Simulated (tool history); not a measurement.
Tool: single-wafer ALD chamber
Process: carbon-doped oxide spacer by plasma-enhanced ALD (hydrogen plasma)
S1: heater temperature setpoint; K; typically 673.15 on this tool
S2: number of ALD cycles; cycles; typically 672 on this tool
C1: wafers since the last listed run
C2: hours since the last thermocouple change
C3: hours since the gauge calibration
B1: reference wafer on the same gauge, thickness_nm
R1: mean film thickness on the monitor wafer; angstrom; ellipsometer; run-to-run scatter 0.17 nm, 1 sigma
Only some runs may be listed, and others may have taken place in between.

run 1 hour=0.0 | S1=673.15 S2=672 | C1=0 C2=732.6 C3=1168.0 | B1=40.547 | R1=346.33
run 2 hour=77.8 | S1=673.15 S2=672 | C1=27 C2=810.4 C3=1245.8 | B1=40.504 | R1=342.27
run 3 hour=131.0 | S1=673.15 S2=672 | C1=19 C2=863.6 C3=1299.0 | B1=40.547 | R1=344.13
run 4 hour=182.1 | S1=673.15 S2=672 | C1=18 C2=914.7 C3=1350.1 | B1=40.654 | R1=344.55
run 5 hour=276.7 | S1=673.15 S2=672 | C1=33 C2=1009.3 C3=1444.7 | B1=40.534 | R1=342.41
run 6 hour=331.0 | S1=673.15 S2=597 | C1=19 C2=1063.6 C3=1499.0 | B1=40.644 | R1=302.67
run 7 hour=573.0 | S1=664.15 S2=672 | C1=86 C2=1305.6 C3=1741.0 | B1=40.584 | R1=342.43
run 8 hour=667.0 | S1=664.15 S2=672 | C1=33 C2=1399.6 C3=1835.0 | B1=40.617 | R1=346.14
run 9 hour=727.1 | S1=664.15 S2=672 | C1=21 C2=1459.7 C3=1895.1 | B1=40.540 | R1=344.79
run 10 hour=773.0 | S1=673.15 S2=672 | C1=16 C2=1505.6 C3=1941.0 | B1=40.602 | R1=345.76
-- hour=824.2 gauge calibrated
run 11 hour=846.0 | S1=673.15 S2=672 | C1=26 C2=1578.6 C3=21.8 | B1=40.635 | R1=344.45
run 12 hour=930.3 | S1=673.15 S2=672 | C1=30 C2=1662.9 C3=106.1 | B1=40.566 | R1=344.84
run 13 hour=1017.9 | S1=669.15 S2=609 | C1=31 C2=1750.5 C3=193.7 | B1=40.658 | R1=311.22
run 14 hour=1091.3 | S1=673.15 S2=672 | C1=26 C2=1823.9 C3=267.1 | B1=40.585 | R1=345.45
run 15 hour=1178.0 | S1=679.15 S2=598 | C1=31 C2=1910.6 C3=353.8 | B1=40.643 | R1=298.07
run 16 hour=1260.2 | S1=679.15 S2=591 | C1=29 C2=1992.8 C3=436.0 | B1=40.598 | R1=296.82
run 17 hour=1301.8 | S1=673.15 S2=672 | C1=14 C2=2034.4 C3=477.6 | B1=40.598 | R1=342.72
run 18 hour=1361.2 | S1=673.15 S2=672 | C1=21 C2=2093.8 C3=537.0 | B1=40.579 | R1=341.89
-- hour=1394.8 thermocouple changed; heater temperature recalibrated
run 19 hour=1428.6 | S1=673.15 S2=672 | C1=21 C2=33.8 C3=604.4 | B1=40.662 | R1=342.85
run 20 hour=1517.3 | S1=673.15 S2=801 | C1=31 C2=122.5 C3=693.1 | B1=40.618 | R1=407.94
run 21 hour=1601.2 | S1=681.15 S2=618 | C1=30 C2=206.4 C3=777.0 | B1=40.546 | R1=307.60
run 22 hour=1670.2 | S1=665.15 S2=622 | C1=24 C2=275.4 C3=846.0 | B1=40.667 | R1=319.12
run 23 hour=1769.4 | S1=661.15 S2=569 | C1=35 C2=374.6 C3=945.2 | B1=40.553 | R1=291.17

Branching from run 23: 3 alternative next runs. What would each branch give?
run A hour=1770.8 | S1=673.15 S2=750 | C1=0 C2=376.0 C3=946.6 | B1=? | R1=?
run B hour=1770.8 | S1=666.15 S2=672 | C1=0 C2=376.0 C3=946.6 | B1=? | R1=?
run C hour=1770.8 | S1=680.15 S2=766 | C1=0 C2=376.0 C3=946.6 | B1=? | R1=?

run=A B1=40.587 R1=385.40
run=B B1=40.587 R1=345.32
run=C B1=40.587 R1=384.20
With the hidden condition removed and each run's random variation left untouched, the same runs would have given:
run=A R1=385.40
run=B R1=345.32
run=C R1=384.20
